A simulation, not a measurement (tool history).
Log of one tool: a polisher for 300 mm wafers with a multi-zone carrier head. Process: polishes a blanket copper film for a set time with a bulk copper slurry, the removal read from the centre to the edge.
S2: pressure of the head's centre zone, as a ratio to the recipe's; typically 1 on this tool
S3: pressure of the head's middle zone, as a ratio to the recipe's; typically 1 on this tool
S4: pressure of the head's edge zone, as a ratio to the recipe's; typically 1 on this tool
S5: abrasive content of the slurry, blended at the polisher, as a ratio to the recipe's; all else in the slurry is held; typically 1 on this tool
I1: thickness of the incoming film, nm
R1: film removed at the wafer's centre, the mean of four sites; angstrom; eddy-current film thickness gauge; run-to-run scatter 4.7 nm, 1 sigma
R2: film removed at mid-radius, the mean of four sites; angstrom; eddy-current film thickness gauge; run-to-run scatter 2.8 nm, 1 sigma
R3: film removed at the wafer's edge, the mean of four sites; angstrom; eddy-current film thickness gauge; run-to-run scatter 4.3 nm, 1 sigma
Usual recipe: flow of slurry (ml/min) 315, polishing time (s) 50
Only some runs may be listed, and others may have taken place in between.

Run 1, day 0: usual settings; I1 3075.5. Result: R1 3053 angstrom, R2 3246 angstrom, R3 3176 angstrom.
Run 2, day 2.35: usual settings; I1 3027.1. Result: R1 3008 angstrom, R2 3177 angstrom, R3 3302 angstrom.
At day 3.729: worn pad replaced by a new one.
Run 3, day 4.567: usual settings; I1 3107.5. Result: R1 2985 angstrom, R2 3215 angstrom, R3 3267 angstrom.
Run 4, day 6.529: usual settings but S5 1.05; I1 3067.9. Result: R1 3096 angstrom, R2 3275 angstrom, R3 3301 angstrom.
At day 7.838: edge zone pressure recalibrated.
Run 5, day 8.983: usual settings but S5 1.05; I1 3057. Result: R1 3061 angstrom, R2 3238 angstrom, R3 3266 angstrom.
Run 6, day 10.329: usual settings; I1 3028.1. Result: R1 2953 angstrom, R2 3224 angstrom, R3 3215 angstrom.
At day 12.275: worn pad replaced by a new one.
Run 7, day 13.112: usual settings but flow of slurry (ml/min) 340, S3 1.06; I1 3081.6. Result: R1 3068 angstrom, R2 3435 angstrom, R3 3237 angstrom.
At day 14.771: slurry nozzle cleaned.
Run 8, day 15.612: usual settings but flow of slurry (ml/min) 340, S3 1.06; I1 3088.5. Result: R1 2972 angstrom, R2 3382 angstrom, R3 3267 angstrom.
At day 16.946: centre zone pressure recalibrated.
Run 9, day 18.133: usual settings but polishing time (s) 65; I1 3064.1. Result: R1 4257 angstrom, R2 4153 angstrom, R3 4237 angstrom.
Run 10, day 19.962: usual settings but S2 0.93; I1 3032.9. Result: R1 3011 angstrom, R2 3209 angstrom, R3 3201 angstrom.
At day 20.908: worn pad replaced by a new one.
Run 11, day 21.788: usual settings but flow of slurry (ml/min) 260, S3 0.96, S5 1.2, polishing time (s) 32; I1 3024.3. Result: R1 2197 angstrom, R2 2072 angstrom, R3 2220 angstrom.
Run 12, day 23.538: usual settings; I1 3074.3. Result: R1 3304 angstrom, R2 3252 angstrom, R3 3335 angstrom.
At day 23.875: carrier head's membrane replaced by a new one.
Run 13, day 25.617: usual settings but S2 1.07, S4 0.89, S5 0.75; I1 3047.1. Result: R1 3150 angstrom, R2 2960 angstrom, R3 2820 angstrom.
Run 14, day 28.379: usual settings; I1 3032.5. Result: R1 3254 angstrom, R2 3210 angstrom, R3 3245 angstrom.
Run 15, day 29.779: usual settings but S4 0.97; I1 2999.2. Result: R1 3224 angstrom, R2 3172 angstrom, R3 3210 angstrom.
At day 30.354: worn pad replaced by a new one.
At day 30.562: slurry nozzle cleaned.
Run 16, day 30.979: usual settings but S2 1.09; I1 3107.7. Result: R1 3518 angstrom, R2 3167 angstrom, R3 3235 angstrom.
Run 17, day 33.171: usual settings but S3 0.95, polishing time (s) 63; I1 3057.2. Result: R1 4014 angstrom, R2 3904 angstrom, R3 4132 angstrom.
Run 18, day 34.612: usual settings but flow of slurry (ml/min) 400, S2 1.07, polishing time (s) 56; I1 3088.2. Result: R1 3824 angstrom, R2 3661 angstrom, R3 3688 angstrom.
Run 19, day 36.712: usual settings but flow of slurry (ml/min) 265, S4 0.92, S5 0.9, polishing time (s) 58; I1 3092.2. Result: R1 3454 angstrom, R2 3576 angstrom, R3 3478 angstrom.
Run 20, day 38.892: usual settings; I1 3044.1. Result: R1 3124 angstrom, R2 3227 angstrom, R3 3202 angstrom.
At day 39.788: worn pad replaced by a new one.
Run 21, day 40.046: usual settings but S2 1.07, S3 1.05; I1 2977.6. Result: R1 3410 angstrom, R2 3388 angstrom, R3 3220 angstrom.

What if the next run were any one of these 4? Each begins from the tool's condition after run 21:
Run A, day 40.062: usual settings; I1 3070.8. Result: R1 ?, R2 ?, R3 ?.
Run B, day 40.062: usual settings but S5 0.9, polishing time (s) 60; I1 3070.8. Result: R1 ?, R2 ?, R3 ?.
Run C, day 40.062: usual settings but flow of slurry (ml/min) 265, S5 1.1, polishing time (s) 67; I1 3070.8. Result: R1 ?, R2 ?, R3 ?.
Run D, day 40.062: usual settings but S4 1.04, polishing time (s) 66; I1 3070.8. Result: R1 ?, R2 ?, R3 ?.

run    R1    R2    R3
  A  3245  3177  3263
  B  3765  3686  3787
  C  4416  4330  4460
  D  4283  4193  4390
With the hidden condition removed and each run's random variation left untouched, the same runs would have given:
run    R1    R2    R3
  A  3346  3176  3263
  B  3883  3686  3787
  C  4554  4329  4460
  D  4417  4192  4390

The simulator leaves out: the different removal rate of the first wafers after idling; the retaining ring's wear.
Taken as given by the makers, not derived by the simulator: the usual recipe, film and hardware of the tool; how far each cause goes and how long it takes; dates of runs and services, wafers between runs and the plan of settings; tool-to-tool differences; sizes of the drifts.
